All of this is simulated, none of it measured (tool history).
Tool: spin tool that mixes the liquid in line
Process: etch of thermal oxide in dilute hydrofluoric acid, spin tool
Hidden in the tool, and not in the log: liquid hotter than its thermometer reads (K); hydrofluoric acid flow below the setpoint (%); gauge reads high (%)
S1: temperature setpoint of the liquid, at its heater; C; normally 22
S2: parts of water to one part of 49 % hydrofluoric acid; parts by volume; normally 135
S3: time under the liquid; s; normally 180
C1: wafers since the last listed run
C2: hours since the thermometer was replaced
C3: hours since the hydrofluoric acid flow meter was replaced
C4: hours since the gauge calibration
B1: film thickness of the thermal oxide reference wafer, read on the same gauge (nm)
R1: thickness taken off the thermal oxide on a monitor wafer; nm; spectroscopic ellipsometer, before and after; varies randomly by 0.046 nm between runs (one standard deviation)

run	hour	S1	S2	S3	C1	C2	C3	C4	B1	R1
1	0	22	135	180	0	443.6	556	105.7	50.03	4.72
2	14.7	22	135	180	98	458.3	570.7	120.4	50.01	4.77
3	32.3	22	135	180	117	475.9	588.3	138	49.98	4.69
4	47.7	22	115	180	102	491.3	603.7	153.4	50	5.73
5	57.5	22	95	260	65	501.1	613.5	163.2	50.01	10.17
6	75.1	22	95	260	117	518.7	631.1	180.8	50	10.08
7	81.6	22	95	260	43	525.2	637.6	187.3	50	10.19
8	88.9	18.5	135	95	48	532.5	644.9	194.6	50	2.13
# hour 91.2: gauge calibrated
9	96.2	18.5	135	95	48	539.8	652.2	5	49.99	2.11
# hour 97.8: hydrofluoric acid flow meter replaced
# hour 112.4: thermometer replaced
10	112.9	22	135	180	98	0.5	15.1	21.7	49.99	5.54
11	122.9	20	135	180	66	10.5	25.1	31.7	49.99	4.98
12	132.7	22	105	180	65	20.3	34.9	41.5	49.99	7.25

What does the tool deliver on the next run?
13	149.8	22	135	80	114	37.4	52	58.6	?	?

B1: 49.99
R1: 2.41 nm
On a tool with no hidden condition, and with the same random variation, this run would have come out at R1 2.46 nm.
